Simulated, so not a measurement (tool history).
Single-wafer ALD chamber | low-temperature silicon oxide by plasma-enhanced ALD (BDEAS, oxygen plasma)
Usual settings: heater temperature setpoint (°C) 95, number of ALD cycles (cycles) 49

| run | hour | heater temperature setpoint (°C) | number of ALD cycles (cycles) | read-back reference wafer on the same gauge, thickness_nm | mean film thickness on the monitor wafer (Å) |
|---|---|---|---|---|---|
| 1 | 0 | 88 | 44 | 8.409 | 77.03 |
| 2 | 70.9 | 95 | 49 | 8.407 | 84.24 |
| 3 | 93.6 | 95 | 49 | 8.409 | 84.28 |
| 4 | 123.5 | 95 | 46 | 8.412 | 78.73 |
| 5 | 182.4 | 95 | 46 | 8.41 | 78.67 |
| 6 | 211 | 95 | 46 | 8.413 | 78.87 |
| 7 | 234.5 | 95 | 49 | 8.407 | 83.91 |
| 8 | 268.8 | 95 | 49 | 8.404 | 83.73 |
|  | 296.2 | gauge calibrated |
| 9 | 372.4 | 95 | 49 | 8.411 | 83.86 |
| 10 | 397.1 | 95 | 49 | 8.412 | 83.9 |
|  | 405.2 | thermocouple changed; heater temperature recalibrated |
| 11 | 456.8 | 95 | 49 | 8.407 | 85.63 |
| 12 | 491.8 | 95 | 44 | 8.413 | 76.61 |
| 13 | 510.6 | 95 | 49 | 8.414 | 85.89 |
| 14 | 526.7 | 95 | 49 | 8.404 | 85.5 |
| 15 | 552.7 | 104 | 57 | 8.414 | 97.31 |
| 16 | 567 | 91 | 56 | 8.407 | 99.47 |
| 17 | 601.4 | 91 | 52 | 8.408 | 91.8 |
| 18 | 618.9 | 102 | 56 | 8.408 | 95.33 |
| 19 | 636.9 | 95 | 40 | 8.408 | 69.95 |
| 20 | 662.3 | 88 | 49 | 8.414 | 87.3 |
| 21 | 678.9 | 95 | 49 | 8.415 | 85.47 |
| 22 | 696.6 | 95 | 49 | 8.413 | 84.83 |
| 23 | 715.3 | 106 | 54 | 8.411 | 91.12 |
| 24 | 739.7 | 95 | 49 | 8.413 | 85.45 |
| 25 | 754.1 | 101 | 59 | 8.417 | 100.98 |
|  | 786.7 | gauge calibrated |
| 26 | 823.5 | 86 | 56 | 8.412 | 99.86 |
| 27 | 850.2 | 110 | 49 | 8.41 | 82.82 |
| 28 | 887.2 | 95 | 49 | 8.409 | 84.99 |
| 29 | 908.3 | 95 | 49 | 8.412 | 85.28 |

Forecast each of these 3 alternatives for the next run:
| A | 908.8 | 95 | 49 | ? | ? |
| B | 908.8 | 103 | 49 | ? | ? |
| C | 908.8 | 95 | 55 | ? | ? |

| run | read-back reference wafer on the same gauge, thickness_nm | mean film thickness on the monitor wafer (Å) |
|---|---|---|
| A | 8.41 | 84.96 |
| B | 8.41 | 83.31 |
| C | 8.41 | 95.37 |
Without the tool's hidden state the same runs would have given:
| run | mean film thickness on the monitor wafer (Å) |
|---|---|
| A | 85.3 |
| B | 83.48 |
| C | 95.74 |

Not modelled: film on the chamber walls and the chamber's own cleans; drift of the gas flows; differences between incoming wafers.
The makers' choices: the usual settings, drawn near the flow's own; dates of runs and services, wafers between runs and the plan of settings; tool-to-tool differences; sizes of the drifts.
